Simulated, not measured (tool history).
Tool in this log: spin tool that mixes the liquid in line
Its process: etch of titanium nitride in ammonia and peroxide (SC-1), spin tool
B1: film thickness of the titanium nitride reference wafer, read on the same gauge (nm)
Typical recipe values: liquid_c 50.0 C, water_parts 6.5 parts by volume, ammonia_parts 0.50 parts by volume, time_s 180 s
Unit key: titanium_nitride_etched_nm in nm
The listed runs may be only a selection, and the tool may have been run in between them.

{"run": 1, "hour": 0.0, "liquid_c": 42.0, "water_parts": 6.5, "ammonia_parts": 0.5, "time_s": 180, "B1": 79.97, "titanium_nitride_etched_nm": 3.09}
{"run": 2, "hour": 15.7, "liquid_c": 42.0, "water_parts": 6.5, "ammonia_parts": 0.5, "time_s": 180, "B1": 79.94, "titanium_nitride_etched_nm": 3.07}
{"run": 3, "hour": 30.0, "liquid_c": 42.0, "water_parts": 6.5, "ammonia_parts": 0.5, "time_s": 180, "B1": 79.97, "titanium_nitride_etched_nm": 3.08}
{"run": 4, "hour": 48.0, "liquid_c": 50.0, "water_parts": 6.5, "ammonia_parts": 0.5, "time_s": 180, "B1": 80.0, "titanium_nitride_etched_nm": 5.59}
{"run": 5, "hour": 58.1, "liquid_c": 54.5, "water_parts": 6.5, "ammonia_parts": 0.5, "time_s": 180, "B1": 80.0, "titanium_nitride_etched_nm": 7.66}
{"hour": 63.9, "done": "ammonia flow meter replaced"}
{"hour": 66.8, "done": "thermometer replaced"}
{"run": 6, "hour": 69.4, "liquid_c": 50.0, "water_parts": 6.5, "ammonia_parts": 0.5, "time_s": 245, "B1": 79.99, "titanium_nitride_etched_nm": 7.52}
{"run": 7, "hour": 83.5, "liquid_c": 50.0, "water_parts": 6.5, "ammonia_parts": 0.5, "time_s": 245, "B1": 79.98, "titanium_nitride_etched_nm": 7.54}
{"run": 8, "hour": 100.3, "liquid_c": 54.5, "water_parts": 6.5, "ammonia_parts": 0.5, "time_s": 180, "B1": 80.02, "titanium_nitride_etched_nm": 7.55}
{"hour": 104.2, "done": "heated supply line repaired"}
{"run": 9, "hour": 116.0, "liquid_c": 50.0, "water_parts": 6.5, "ammonia_parts": 0.5, "time_s": 180, "B1": 80.0, "titanium_nitride_etched_nm": 7.51}
{"run": 10, "hour": 130.1, "liquid_c": 50.0, "water_parts": 6.5, "ammonia_parts": 0.7, "time_s": 180, "B1": 79.98, "titanium_nitride_etched_nm": 7.89}
{"hour": 136.4, "done": "gauge calibrated"}
{"hour": 138.9, "done": "new drum of ammonia solution connected"}
{"run": 11, "hour": 143.6, "liquid_c": 55.5, "water_parts": 6.5, "ammonia_parts": 0.5, "time_s": 180, "B1": 80.01, "titanium_nitride_etched_nm": 10.8}
{"run": 12, "hour": 159.5, "liquid_c": 50.0, "water_parts": 5.0, "ammonia_parts": 0.65, "time_s": 180, "B1": 80.01, "titanium_nitride_etched_nm": 8.68}
{"run": 13, "hour": 165.6, "liquid_c": 50.0, "water_parts": 7.5, "ammonia_parts": 0.5, "time_s": 120, "B1": 79.96, "titanium_nitride_etched_nm": 4.54}
{"run": 14, "hour": 179.0, "liquid_c": 56.0, "water_parts": 5.0, "ammonia_parts": 0.3, "time_s": 180, "B1": 79.98, "titanium_nitride_etched_nm": 11.72}
{"run": 15, "hour": 188.5, "liquid_c": 50.0, "water_parts": 6.5, "ammonia_parts": 0.5, "time_s": 180, "B1": 79.99, "titanium_nitride_etched_nm": 7.16}

Here are 5 independent what-if runs from the current tool condition. What would each one return?
{"run": "A", "hour": 189.0, "liquid_c": 50.0, "water_parts": 6.5, "ammonia_parts": 0.5, "time_s": 180, "B1": "?", "titanium_nitride_etched_nm": "?"}
{"run": "B", "hour": 189.0, "liquid_c": 42.5, "water_parts": 9.0, "ammonia_parts": 0.5, "time_s": 180, "B1": "?", "titanium_nitride_etched_nm": "?"}
{"run": "C", "hour": 189.0, "liquid_c": 56.5, "water_parts": 6.5, "ammonia_parts": 0.5, "time_s": 130, "B1": "?", "titanium_nitride_etched_nm": "?"}
{"run": "D", "hour": 189.0, "liquid_c": 45.5, "water_parts": 8.5, "ammonia_parts": 0.7, "time_s": 180, "B1": "?", "titanium_nitride_etched_nm": "?"}
{"run": "E", "hour": 189.0, "liquid_c": 54.5, "water_parts": 8.0, "ammonia_parts": 0.7, "time_s": 215, "B1": "?", "titanium_nitride_etched_nm": "?"}

run=A B1=80.02 titanium_nitride_etched_nm=7.35
run=B B1=80.02 titanium_nitride_etched_nm=3.65
run=C B1=80.02 titanium_nitride_etched_nm=8.30
run=D B1=80.02 titanium_nitride_etched_nm=4.94
run=E B1=80.02 titanium_nitride_etched_nm=11.42
Had the tool no hidden state, the same runs would have come out as:
run=A titanium_nitride_etched_nm=7.79
run=B titanium_nitride_etched_nm=3.87
run=C titanium_nitride_etched_nm=8.77
run=D titanium_nitride_etched_nm=5.24
run=E titanium_nitride_etched_nm=12.07
